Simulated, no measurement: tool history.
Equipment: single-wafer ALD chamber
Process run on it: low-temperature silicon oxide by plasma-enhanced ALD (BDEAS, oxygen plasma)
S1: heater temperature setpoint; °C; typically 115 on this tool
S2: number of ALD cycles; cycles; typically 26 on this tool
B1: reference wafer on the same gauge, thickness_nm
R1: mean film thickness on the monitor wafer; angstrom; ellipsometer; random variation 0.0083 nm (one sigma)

{"run": 1, "hour": 0.0, "S1": 118, "S2": 26, "B1": 3.858, "R1": 34.34}
{"run": 2, "hour": 44.1, "S1": 118, "S2": 26, "B1": 3.854, "R1": 34.21}
{"run": 3, "hour": 168.3, "S1": 115, "S2": 26, "B1": 3.847, "R1": 34.55}
{"run": 4, "hour": 267.3, "S1": 115, "S2": 26, "B1": 3.845, "R1": 34.5}
{"run": 5, "hour": 363.8, "S1": 115, "S2": 26, "B1": 3.838, "R1": 34.45}
{"run": 6, "hour": 469.8, "S1": 107, "S2": 26, "B1": 3.833, "R1": 35.06}
{"run": 7, "hour": 512.0, "S1": 107, "S2": 26, "B1": 3.837, "R1": 34.93}
{"hour": 521.7, "done": "thermocouple changed; heater temperature recalibrated"}
{"run": 8, "hour": 576.8, "S1": 115, "S2": 26, "B1": 3.836, "R1": 34.4}
{"run": 9, "hour": 636.0, "S1": 115, "S2": 26, "B1": 3.83, "R1": 34.28}
{"hour": 676.3, "done": "gauge calibrated"}
{"run": 10, "hour": 707.4, "S1": 115, "S2": 26, "B1": 3.909, "R1": 34.96}
{"run": 11, "hour": 808.2, "S1": 115, "S2": 28, "B1": 3.891, "R1": 37.57}
{"run": 12, "hour": 854.5, "S1": 125, "S2": 21, "B1": 3.882, "R1": 27.35}
{"run": 13, "hour": 896.7, "S1": 103, "S2": 23, "B1": 3.876, "R1": 31.43}
{"run": 14, "hour": 993.8, "S1": 126, "S2": 27, "B1": 3.861, "R1": 35.23}
{"run": 15, "hour": 1066.1, "S1": 108, "S2": 23, "B1": 3.859, "R1": 31}
{"run": 16, "hour": 1120.9, "S1": 108, "S2": 24, "B1": 3.856, "R1": 32.36}
{"run": 17, "hour": 1196.7, "S1": 121, "S2": 28, "B1": 3.85, "R1": 36.6}
{"run": 18, "hour": 1258.4, "S1": 115, "S2": 26, "B1": 3.843, "R1": 34.41}

What would each run have given without the hidden state, its run-to-run variation left as it was?
Hidden state present: wafer temperature above the value expected at the setpoint (K); gauge reads high (%).
run=1 R1=34.79
run=2 R1=34.69
run=3 R1=35.11
run=4 R1=35.1
run=5 R1=35.08
run=6 R1=35.74
run=7 R1=35.62
run=8 R1=35.08
run=9 R1=34.97
run=10 R1=34.97
run=11 R1=37.76
run=12 R1=27.54
run=13 R1=31.7
run=14 R1=35.64
run=15 R1=31.42
run=16 R1=32.84
run=17 R1=37.2
run=18 R1=35

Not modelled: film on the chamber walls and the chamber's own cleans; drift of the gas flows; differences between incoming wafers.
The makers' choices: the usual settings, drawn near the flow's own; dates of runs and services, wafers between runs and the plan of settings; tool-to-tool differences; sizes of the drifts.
